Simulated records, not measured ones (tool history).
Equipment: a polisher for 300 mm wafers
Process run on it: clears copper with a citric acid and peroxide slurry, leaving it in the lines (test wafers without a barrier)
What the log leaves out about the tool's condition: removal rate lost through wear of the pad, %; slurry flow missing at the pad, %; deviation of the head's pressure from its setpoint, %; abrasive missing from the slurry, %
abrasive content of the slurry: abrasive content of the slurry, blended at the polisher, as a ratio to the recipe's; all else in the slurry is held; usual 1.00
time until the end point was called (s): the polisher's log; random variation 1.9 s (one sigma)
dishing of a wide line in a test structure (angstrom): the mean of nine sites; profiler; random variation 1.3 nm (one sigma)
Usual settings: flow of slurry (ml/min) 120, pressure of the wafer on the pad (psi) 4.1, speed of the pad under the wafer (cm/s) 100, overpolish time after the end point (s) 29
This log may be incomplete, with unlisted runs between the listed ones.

| run | hour | flow of slurry (ml/min) | pressure of the wafer on the pad (psi) | speed of the pad under the wafer (cm/s) | abrasive content of the slurry | overpolish time after the end point (s) | wafers since the last listed run | wafers polished on this pad | hours since the slurry nozzle was cleaned | hours since the head pressure was calibrated | hours since the slurry blender was calibrated | incoming thickness of the incoming film, nm | time until the end point was called (s) | dishing of a wide line in a test structure (angstrom) |
|---|---|---|---|---|---|---|---|---|---|---|---|---|---|---|
| 1 | 0.0 | 120 | 4.1 | 86 | 1.00 | 22 | 0 | 710 | 418.4 | 1325.3 | 176.8 | 406.5 | 140.4 | 378 |
| 2 | 25.5 | 120 | 4.1 | 100 | 1.00 | 29 | 138 | 848 | 443.9 | 1350.8 | 202.3 | 400.3 | 123.9 | 509 |
| 3 | 57.5 | 120 | 4.1 | 100 | 1.00 | 29 | 173 | 1021 | 475.9 | 1382.8 | 234.3 | 403.7 | 135.7 | 493 |
|  | 86.3 | worn pad replaced by a new one |
| 4 | 86.8 | 120 | 4.1 | 100 | 1.00 | 29 | 137 | 2 | 505.2 | 1412.1 | 263.6 | 411.9 | 121.0 | 528 |
| 5 | 121.5 | 120 | 4.1 | 100 | 1.00 | 29 | 188 | 190 | 539.9 | 1446.8 | 298.3 | 398.9 | 116.3 | 531 |
|  | 144.9 | slurry blender recalibrated |
| 6 | 146.1 | 120 | 4.1 | 100 | 1.00 | 29 | 122 | 313 | 564.5 | 1471.4 | 1.2 | 403.3 | 114.3 | 557 |
| 7 | 161.0 | 120 | 4.1 | 100 | 1.00 | 29 | 80 | 394 | 579.4 | 1486.3 | 16.1 | 401.0 | 112.5 | 549 |
| 8 | 177.0 | 120 | 4.1 | 100 | 1.00 | 29 | 86 | 480 | 595.4 | 1502.3 | 32.1 | 399.3 | 114.5 | 532 |
| 9 | 205.2 | 120 | 4.1 | 100 | 1.00 | 29 | 152 | 633 | 623.6 | 1530.5 | 60.3 | 408.7 | 119.6 | 505 |
| 10 | 230.8 | 120 | 4.1 | 86 | 1.00 | 22 | 138 | 772 | 649.2 | 1556.1 | 85.9 | 410.1 | 143.0 | 379 |
|  | 244.2 | slurry nozzle cleaned |
|  | 280.4 | worn pad replaced by a new one |
| 11 | 290.4 | 120 | 4.1 | 100 | 1.00 | 29 | 296 | 54 | 46.2 | 1615.7 | 145.5 | 409.8 | 117.3 | 560 |
| 12 | 305.7 | 95 | 4.1 | 124 | 1.30 | 29 | 82 | 137 | 61.5 | 1631.0 | 160.8 | 407.7 | 92.6 | 619 |
|  | 311.2 | head pressure recalibrated |
| 13 | 343.8 | 120 | 4.1 | 100 | 1.00 | 16 | 195 | 332 | 99.6 | 32.6 | 198.9 | 399.3 | 119.6 | 329 |
| 14 | 367.3 | 120 | 4.1 | 100 | 0.85 | 29 | 127 | 460 | 123.1 | 56.1 | 222.4 | 398.2 | 129.0 | 504 |
| 15 | 387.5 | 110 | 4.1 | 100 | 1.00 | 29 | 109 | 569 | 143.3 | 76.3 | 242.6 | 405.6 | 123.6 | 503 |
| 16 | 404.8 | 120 | 4.1 | 100 | 1.00 | 29 | 93 | 663 | 160.6 | 93.6 | 259.9 | 405.5 | 129.3 | 520 |
| 17 | 425.4 | 120 | 4.1 | 100 | 1.00 | 29 | 111 | 775 | 181.2 | 114.2 | 280.5 | 407.9 | 129.8 | 491 |
| 18 | 439.8 | 120 | 4.1 | 100 | 1.00 | 29 | 78 | 853 | 195.6 | 128.6 | 294.9 | 407.7 | 134.0 | 497 |
|  | 461.2 | worn pad replaced by a new one |
|  | 464.8 | slurry blender recalibrated |
| 19 | 465.3 | 145 | 4.1 | 100 | 0.75 | 16 | 105 | 11 | 221.1 | 154.1 | 0.5 | 402.3 | 117.5 | 339 |
| 20 | 495.6 | 120 | 2.7 | 100 | 1.00 | 29 | 164 | 175 | 251.4 | 184.4 | 30.8 | 411.5 | 177.5 | 385 |
| 21 | 529.4 | 120 | 4.1 | 100 | 1.00 | 36 | 183 | 359 | 285.2 | 218.2 | 64.6 | 408.0 | 115.2 | 648 |
| 22 | 543.9 | 100 | 3.1 | 100 | 0.80 | 15 | 78 | 437 | 299.7 | 232.7 | 79.1 | 396.4 | 158.1 | 236 |
| 23 | 556.9 | 145 | 2.8 | 100 | 1.25 | 38 | 70 | 508 | 312.7 | 245.7 | 92.1 | 406.3 | 157.6 | 531 |
| 24 | 584.4 | 120 | 4.1 | 100 | 1.15 | 22 | 149 | 657 | 340.2 | 273.2 | 119.6 | 399.2 | 115.7 | 452 |
| 25 | 620.4 | 120 | 4.1 | 110 | 1.00 | 29 | 195 | 852 | 376.2 | 309.2 | 155.6 | 400.9 | 113.3 | 533 |
| 26 | 645.4 | 85 | 4.1 | 82 | 0.90 | 29 | 135 | 988 | 401.2 | 334.2 | 180.6 | 405.6 | 178.0 | 383 |
|  | 654.2 | worn pad replaced by a new one |
| 27 | 679.1 | 120 | 5.2 | 100 | 1.10 | 29 | 161 | 135 | 434.9 | 367.9 | 214.3 | 408.3 | 96.4 | 656 |
| 28 | 710.5 | 95 | 4.1 | 122 | 1.00 | 21 | 170 | 305 | 466.3 | 399.3 | 245.7 | 404.5 | 106.1 | 441 |
| 29 | 727.7 | 120 | 4.1 | 68 | 1.25 | 29 | 93 | 398 | 483.5 | 416.5 | 262.9 | 401.4 | 175.8 | 404 |

Predict each of these 3 candidate next runs independently; none follows another, all start after run 29:
| A | 728.2 | 120 | 4.1 | 100 | 0.90 | 29 | 2 | 401 | 484.0 | 417.0 | 263.4 | 398.1 | ? | ? |
| B | 728.2 | 145 | 4.1 | 90 | 1.15 | 20 | 2 | 401 | 484.0 | 417.0 | 263.4 | 398.1 | ? | ? |
| C | 728.2 | 145 | 4.1 | 124 | 1.30 | 16 | 2 | 401 | 484.0 | 417.0 | 263.4 | 398.1 | ? | ? |

| run | time until the end point was called (s) | dishing of a wide line in a test structure (angstrom) |
|---|---|---|
| A | 125.6 | 492 |
| B | 127.6 | 362 |
| C | 90.7 | 398 |
With no hidden state in the tool, these same runs would have given:
| run | time until the end point was called (s) | dishing of a wide line in a test structure (angstrom) |
|---|---|---|
| A | 111.6 | 537 |
| B | 113.2 | 399 |
| C | 80.4 | 439 |
